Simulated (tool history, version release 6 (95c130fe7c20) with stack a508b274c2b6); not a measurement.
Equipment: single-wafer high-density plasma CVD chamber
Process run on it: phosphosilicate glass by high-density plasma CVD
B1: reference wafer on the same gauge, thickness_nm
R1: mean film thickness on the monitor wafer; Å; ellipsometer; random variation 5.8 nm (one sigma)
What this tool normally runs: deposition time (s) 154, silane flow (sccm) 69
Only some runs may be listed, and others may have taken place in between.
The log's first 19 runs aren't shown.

Run 20, hour 1320.4: usual settings but deposition time (s) 165, silane flow (sccm) 77; B1 1119.850. Result: R1 13700.67 Å.
Run 21, hour 1392.1: usual settings but deposition time (s) 138; B1 1117.845. Result: R1 10199.26 Å.
Run 22, hour 1464.0: usual settings but deposition time (s) 127; B1 1119.229. Result: R1 9509.85 Å.
Run 23, hour 1496.8: usual settings but deposition time (s) 139, silane flow (sccm) 74; B1 1122.089. Result: R1 11091.99 Å.
Run 24, hour 1527.5: usual settings but deposition time (s) 146, silane flow (sccm) 77; B1 1121.260. Result: R1 12130.47 Å.
Run 25, hour 1563.1: usual settings but deposition time (s) 178, silane flow (sccm) 75; B1 1121.416. Result: R1 14419.58 Å.
Run 26, hour 1601.7: usual settings but deposition time (s) 135, silane flow (sccm) 74; B1 1119.033. Result: R1 10885.34 Å.
Run 27, hour 1661.1: usual settings but deposition time (s) 171, silane flow (sccm) 82; B1 1119.653. Result: R1 15339.73 Å.
Run 28, hour 1693.9: usual settings; B1 1121.269. Result: R1 11406.62 Å.
Run 29, hour 1747.7: usual settings but deposition time (s) 165; B1 1118.983. Result: R1 12347.04 Å.
Run 30, hour 1809.0: usual settings but deposition time (s) 139, silane flow (sccm) 74; B1 1118.962. Result: R1 11109.54 Å.
Run 31, hour 1866.7: usual settings but deposition time (s) 146, silane flow (sccm) 76; B1 1122.019. Result: R1 12022.26 Å.
Run 32, hour 1917.7: usual settings but deposition time (s) 170, silane flow (sccm) 62; B1 1121.765. Result: R1 11499.77 Å.

5 options for the next run, each taken on its own from the tool as it stands now. Forecast them:
Run A, hour 1918.1: usual settings; B1 ?. Result: R1 ?.
Run B, hour 1918.1: usual settings but deposition time (s) 127, silane flow (sccm) 60; B1 ?. Result: R1 ?.
Run C, hour 1918.1: usual settings but deposition time (s) 171, silane flow (sccm) 63; B1 ?. Result: R1 ?.
Run D, hour 1918.1: usual settings but silane flow (sccm) 80; B1 ?. Result: R1 ?.
Run E, hour 1918.1: usual settings but deposition time (s) 143, silane flow (sccm) 63; B1 ?. Result: R1 ?.

run        B1        R1
  A  1120.806  11468.70
  B  1120.806   8224.31
  C  1120.806  11627.36
  D  1120.806  13297.04
  E  1120.806   9723.46
With no hidden state in the tool, these same runs would have given:
run        R1
  A  11109.65
  B   7966.83
  C  11263.34
  D  12880.76
  E   9419.05
